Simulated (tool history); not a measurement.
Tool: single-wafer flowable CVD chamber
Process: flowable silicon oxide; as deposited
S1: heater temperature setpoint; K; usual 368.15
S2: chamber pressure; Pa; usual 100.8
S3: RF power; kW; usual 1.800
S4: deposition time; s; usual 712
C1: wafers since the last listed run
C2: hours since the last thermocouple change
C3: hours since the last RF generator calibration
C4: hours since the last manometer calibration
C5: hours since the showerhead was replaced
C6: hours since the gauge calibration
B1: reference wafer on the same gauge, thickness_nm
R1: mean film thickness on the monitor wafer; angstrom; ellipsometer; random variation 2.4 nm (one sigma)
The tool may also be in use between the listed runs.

run	hour	S1	S2	S3	S4	C1	C2	C3	C4	C5	C6	B1	R1
1	0.0	368.15	100.8	1.800	712	0	645.4	2011.8	694.5	6940.6	124.4	437.916	4494.98
2	16.0	368.15	100.8	1.800	712	36	661.4	2027.8	710.5	6956.6	140.4	437.879	4504.70
# hour 16.8: gauge calibrated
3	26.8	378.15	100.8	1.800	712	24	672.2	2038.6	721.3	6967.4	10.0	438.678	3107.14
4	65.8	378.15	100.8	1.800	712	87	711.2	2077.6	760.3	7006.4	49.0	437.801	3144.64
# hour 90.4: showerhead replaced
5	90.9	378.15	100.8	1.800	712	38	736.3	2102.7	785.4	0.5	74.1	437.949	3140.25
6	98.1	368.15	100.8	1.800	712	16	743.5	2109.9	792.6	7.7	81.3	438.988	4536.69
# hour 112.4: capacitance manometer re-zeroed and calibrated
7	112.9	368.15	100.8	1.800	712	15	758.3	2124.7	0.5	22.5	96.1	439.127	4766.49
8	123.2	368.15	100.8	1.800	712	23	768.6	2135.0	10.8	32.8	106.4	438.100	4807.66
9	134.1	368.15	100.8	1.515	712	24	779.5	2145.9	21.7	43.7	117.3	437.642	4517.86
# hour 146.7: capacitance manometer re-zeroed and calibrated, repeated, since the last time left the tool worse
10	147.2	381.15	113.3	1.700	815	11	792.6	2159.0	0.5	56.8	130.4	437.335	3396.28
# hour 149.9: gauge calibrated
11	155.9	368.15	100.8	1.800	712	19	801.3	2167.7	9.2	65.5	6.0	437.125	4268.28
12	167.1	368.15	100.8	1.800	712	25	812.5	2178.9	20.4	76.7	17.2	438.073	4270.13
# hour 179.3: thermocouple changed; heater temperature recalibrated
# hour 180.2: RF generator calibrated
13	180.7	375.15	100.8	1.505	712	10	1.4	0.5	34.0	90.3	30.8	437.742	3161.74
14	183.4	381.15	113.6	1.540	712	6	4.1	3.2	36.7	93.0	33.5	437.642	2902.66
15	193.7	368.15	100.8	1.800	712	23	14.4	13.5	47.0	103.3	43.8	438.625	4233.94
16	210.5	375.15	89.7	1.555	843	37	31.2	30.3	63.8	120.1	60.6	437.243	3338.49
17	223.2	368.15	100.8	1.800	610	28	43.9	43.0	76.5	132.8	73.3	439.158	3621.26
18	241.1	368.15	76.7	1.520	712	40	61.8	60.9	94.4	150.7	91.2	438.375	3086.40

5 ways to go on from here, each from the tool as it stands after run 18. What would each give?
A	241.7	368.15	93.2	1.800	712	1	62.4	61.5	95.0	151.3	91.8	?	?
B	241.7	382.15	109.9	1.995	784	1	62.4	61.5	95.0	151.3	91.8	?	?
C	241.7	368.15	100.8	1.580	808	1	62.4	61.5	95.0	151.3	91.8	?	?
D	241.7	373.15	100.8	1.800	712	1	62.4	61.5	95.0	151.3	91.8	?	?
E	241.7	368.15	94.0	1.800	712	1	62.4	61.5	95.0	151.3	91.8	?	?

run	B1	R1
A	436.738	3978.47
B	436.738	3207.08
C	436.738	4721.32
D	436.738	3606.41
E	436.738	4013.15
Without the tool's hidden state the same runs would have given:
run	R1
A	4027.00
B	3243.79
C	4777.00
D	3648.93
E	4062.11
